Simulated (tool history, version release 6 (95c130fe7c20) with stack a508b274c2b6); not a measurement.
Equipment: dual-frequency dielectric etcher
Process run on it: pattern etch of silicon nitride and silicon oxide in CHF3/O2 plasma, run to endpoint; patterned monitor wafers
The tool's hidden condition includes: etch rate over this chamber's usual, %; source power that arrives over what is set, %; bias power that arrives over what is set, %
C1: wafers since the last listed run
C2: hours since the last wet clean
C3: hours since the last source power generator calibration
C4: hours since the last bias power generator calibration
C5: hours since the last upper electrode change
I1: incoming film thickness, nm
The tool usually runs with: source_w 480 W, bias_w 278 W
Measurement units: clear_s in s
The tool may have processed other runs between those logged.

Run 1, hour 0.0: usual settings; C1 0; C2 394.0; C3 1816.6; C4 4150.8; C5 3375.7; I1 181.3. Result: clear_s 102.4 s.
At hour 75.3: wet clean of the chamber.
Run 2, hour 92.4: usual settings; C1 599; C2 17.1; C3 1909.0; C4 4243.2; C5 3468.1; I1 181.7. Result: clear_s 108.7 s.
Run 3, hour 139.7: usual settings; C1 414; C2 64.4; C3 1956.3; C4 4290.5; C5 3515.4; I1 181.4. Result: clear_s 106.2 s.
At hour 199.2: upper electrode replaced.
Run 4, hour 199.7: usual settings but bias_w 303 W; C1 315; C2 124.4; C3 2016.3; C4 4350.5; C5 0.5; I1 181.7. Result: clear_s 103.5 s.
Run 5, hour 261.3: usual settings; C1 540; C2 186.0; C3 2077.9; C4 4412.1; C5 62.1; I1 183.2. Result: clear_s 107.0 s.
Run 6, hour 306.1: usual settings; C1 392; C2 230.8; C3 2122.7; C4 4456.9; C5 106.9; I1 182.9. Result: clear_s 104.7 s.
Run 7, hour 355.5: usual settings; C1 433; C2 280.2; C3 2172.1; C4 4506.3; C5 156.3; I1 181.8. Result: clear_s 104.4 s.
At hour 505.7: wet clean of the chamber.
Run 8, hour 506.2: usual settings; C1 1111; C2 0.5; C3 2322.8; C4 4657.0; C5 307.0; I1 183.8. Result: clear_s 108.8 s.
Run 9, hour 552.6: usual settings; C1 406; C2 46.9; C3 2369.2; C4 4703.4; C5 353.4; I1 182.3. Result: clear_s 108.5 s.
Run 10, hour 584.2: usual settings; C1 277; C2 78.5; C3 2400.8; C4 4735.0; C5 385.0; I1 182.8. Result: clear_s 109.9 s.
Run 11, hour 651.1: usual settings; C1 586; C2 145.4; C3 2467.7; C4 4801.9; C5 451.9; I1 181.6. Result: clear_s 106.4 s.
Run 12, hour 678.9: usual settings; C1 243; C2 173.2; C3 2495.5; C4 4829.7; C5 479.7; I1 179.9. Result: clear_s 105.9 s.
Run 13, hour 746.4: usual settings but source_w 440 W, bias_w 228 W; C1 591; C2 240.7; C3 2563.0; C4 4897.2; C5 547.2; I1 182.9. Result: clear_s 117.2 s.
Run 14, hour 793.5: usual settings but source_w 360 W, bias_w 321 W; C1 413; C2 287.8; C3 2610.1; C4 4944.3; C5 594.3; I1 182.5. Result: clear_s 112.6 s.
Run 15, hour 857.2: usual settings but source_w 600 W, bias_w 343 W; C1 558; C2 351.5; C3 2673.8; C4 5008.0; C5 658.0; I1 181.1. Result: clear_s 87.6 s.
At hour 914.6: wet clean of the chamber.
Run 16, hour 915.1: usual settings but source_w 520 W, bias_w 306 W; C1 297; C2 0.5; C3 2731.7; C4 5065.9; C5 715.9; I1 183.1. Result: clear_s 100.8 s.
Run 17, hour 938.8: usual settings; C1 207; C2 24.2; C3 2755.4; C4 5089.6; C5 739.6; I1 184.3. Result: clear_s 108.4 s.
At hour 974.5: bias power generator calibrated.
Run 18, hour 1007.8: usual settings; C1 569; C2 93.2; C3 2824.4; C4 33.3; C5 808.6; I1 182.4. Result: clear_s 107.0 s.
Run 19, hour 1033.0: usual settings; C1 220; C2 118.4; C3 2849.6; C4 58.5; C5 833.8; I1 184.0. Result: clear_s 107.2 s.
Run 20, hour 1068.2: usual settings but source_w 430 W; C1 308; C2 153.6; C3 2884.8; C4 93.7; C5 869.0; I1 181.0. Result: clear_s 110.2 s.
Run 21, hour 1123.7: usual settings; C1 486; C2 209.1; C3 2940.3; C4 149.2; C5 924.5; I1 183.4. Result: clear_s 105.4 s.
Run 22, hour 1160.3: usual settings; C1 320; C2 245.7; C3 2976.9; C4 185.8; C5 961.1; I1 182.8. Result: clear_s 106.3 s.
Run 23, hour 1190.4: usual settings but source_w 440 W, bias_w 217 W; C1 263; C2 275.8; C3 3007.0; C4 215.9; C5 991.2; I1 181.6. Result: clear_s 118.8 s.
Run 24, hour 1245.3: usual settings but source_w 380 W, bias_w 321 W; C1 481; C2 330.7; C3 3061.9; C4 270.8; C5 1046.1; I1 182.1. Result: clear_s 108.4 s.
At hour 1296.4: source power generator calibrated.
Run 25, hour 1310.5: usual settings but source_w 510 W, bias_w 210 W; C1 536; C2 395.9; C3 14.1; C4 336.0; C5 1111.3; I1 180.3. Result: clear_s 109.2 s.
Run 26, hour 1372.8: usual settings; C1 546; C2 458.2; C3 76.4; C4 398.3; C5 1173.6; I1 180.8. Result: clear_s 102.2 s.
At hour 1427.4: wet clean of the chamber.
Run 27, hour 1427.9: usual settings but source_w 550 W, bias_w 322 W; C1 272; C2 0.5; C3 131.5; C4 453.4; C5 1228.7; I1 181.1. Result: clear_s 97.6 s.
Run 28, hour 1473.4: usual settings but source_w 410 W, bias_w 305 W; C1 398; C2 46.0; C3 177.0; C4 498.9; C5 1274.2; I1 180.6. Result: clear_s 109.4 s.
Run 29, hour 1515.2: usual settings but source_w 590 W, bias_w 337 W; C1 366; C2 87.8; C3 218.8; C4 540.7; C5 1316.0; I1 182.6. Result: clear_s 92.7 s.
Run 30, hour 1554.4: usual settings but source_w 560 W, bias_w 216 W; C1 343; C2 127.0; C3 258.0; C4 579.9; C5 1355.2; I1 182.2. Result: clear_s 109.0 s.
Run 31, hour 1589.4: usual settings but bias_w 342 W; C1 306; C2 162.0; C3 293.0; C4 614.9; C5 1390.2; I1 181.4. Result: clear_s 98.2 s.
Run 32, hour 1633.4: usual settings but source_w 520 W, bias_w 221 W; C1 385; C2 206.0; C3 337.0; C4 658.9; C5 1434.2; I1 182.2. Result: clear_s 111.0 s.
Run 33, hour 1668.6: usual settings but source_w 400 W, bias_w 225 W; C1 308; C2 241.2; C3 372.2; C4 694.1; C5 1469.4; I1 180.9. Result: clear_s 122.6 s.
Run 34, hour 1701.4: usual settings but source_w 590 W, bias_w 327 W; C1 287; C2 274.0; C3 405.0; C4 726.9; C5 1502.2; I1 179.9. Result: clear_s 90.4 s.
Run 35, hour 1765.8: usual settings; C1 564; C2 338.4; C3 469.4; C4 791.3; C5 1566.6; I1 182.3. Result: clear_s 104.0 s.

Below are 4 alternative next runs, each starting from the tool's condition after run 35. Predict each:
Run A, hour 1766.3: usual settings but bias_w 255 W; C1 4; C2 338.9; C3 469.9; C4 791.8; C5 1567.1; I1 180.6. Result: clear_s ?.
Run B, hour 1766.3: usual settings but source_w 580 W; C1 4; C2 338.9; C3 469.9; C4 791.8; C5 1567.1; I1 180.6. Result: clear_s ?.
Run C, hour 1766.3: usual settings but bias_w 322 W; C1 4; C2 338.9; C3 469.9; C4 791.8; C5 1567.1; I1 180.6. Result: clear_s ?.
Run D, hour 1766.3: usual settings but source_w 450 W, bias_w 344 W; C1 4; C2 338.9; C3 469.9; C4 791.8; C5 1567.1; I1 180.6. Result: clear_s ?.

run  clear_s
  A    105.4
  B     94.7
  C     97.2
  D     97.4
With no hidden state in the tool, these same runs would have given:
run  clear_s
  A    109.6
  B     98.5
  C    101.1
  D    101.3

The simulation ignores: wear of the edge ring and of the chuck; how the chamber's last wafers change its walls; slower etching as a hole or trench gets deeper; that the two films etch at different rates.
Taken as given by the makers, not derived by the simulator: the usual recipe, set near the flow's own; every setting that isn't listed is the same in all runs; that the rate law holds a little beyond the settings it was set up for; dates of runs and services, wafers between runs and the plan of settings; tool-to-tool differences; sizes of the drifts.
